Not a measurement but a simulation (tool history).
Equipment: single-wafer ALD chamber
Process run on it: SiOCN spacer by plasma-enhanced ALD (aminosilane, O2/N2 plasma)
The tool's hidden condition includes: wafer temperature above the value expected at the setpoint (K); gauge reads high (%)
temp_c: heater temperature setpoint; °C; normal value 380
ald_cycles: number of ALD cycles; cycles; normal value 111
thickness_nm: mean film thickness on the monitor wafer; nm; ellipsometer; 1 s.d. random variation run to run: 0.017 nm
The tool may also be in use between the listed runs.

run	hour	temp_c	ald_cycles	wafers since the last listed run	hours since the last thermocouple change	hours since the gauge calibration	read-back reference wafer on the same gauge, thickness_nm	thickness_nm
1	0.0	380	111	0	2426.9	239.3	7.254	6.724
2	22.6	380	111	56	2449.5	261.9	7.256	6.740
3	39.5	380	111	42	2466.4	278.8	7.266	6.763
4	66.4	380	111	67	2493.3	305.7	7.272	6.781
5	99.6	385	111	82	2526.5	338.9	7.287	6.765
6	119.6	385	111	49	2546.5	358.9	7.289	6.767
7	153.8	385	111	85	2580.7	393.1	7.299	6.773
8	166.5	380	106	31	2593.4	405.8	7.302	6.489
9	193.0	380	106	66	2619.9	432.3	7.307	6.477
10	225.4	380	106	80	2652.3	464.7	7.318	6.485
11	255.5	380	99	75	2682.4	494.8	7.330	6.059
12	282.2	380	99	66	2709.1	521.5	7.334	6.096
13	317.1	370	96	86	2744.0	556.4	7.351	5.870
# hour 320.1: gauge calibrated
14	346.5	368	111	73	2773.4	26.4	7.217	6.706
15	370.1	391	111	58	2797.0	50.0	7.227	6.711
# hour 383.8: thermocouple changed; heater temperature recalibrated
16	400.0	388	131	54	16.2	79.9	7.233	7.905
17	422.8	389	117	56	39.0	102.7	7.237	7.082
18	445.5	380	111	56	61.7	125.4	7.243	6.739
19	480.6	380	111	87	96.8	160.5	7.253	6.757
20	497.8	391	101	42	114.0	177.7	7.261	6.112
21	530.2	367	111	80	146.4	210.1	7.265	6.752
22	548.3	385	111	45	164.5	228.2	7.271	6.756
23	567.1	367	131	46	183.3	247.0	7.281	7.977
24	583.6	373	94	41	199.8	263.5	7.282	5.755

Measured minus without-hidden-state, run by run (identical run-to-run variation in each term; gauge scatter may differ):
run	thickness_nm
1	+0.042
2	+0.047
3	+0.053
4	+0.060
5	+0.069
6	+0.074
7	+0.083
8	+0.083
9	+0.089
10	+0.098
11	+0.098
12	+0.105
13	+0.109
14	+0.005
15	+0.011
16	+0.022
17	+0.027
18	+0.031
19	+0.041
20	+0.041
21	+0.055
22	+0.059
23	+0.075
24	+0.058
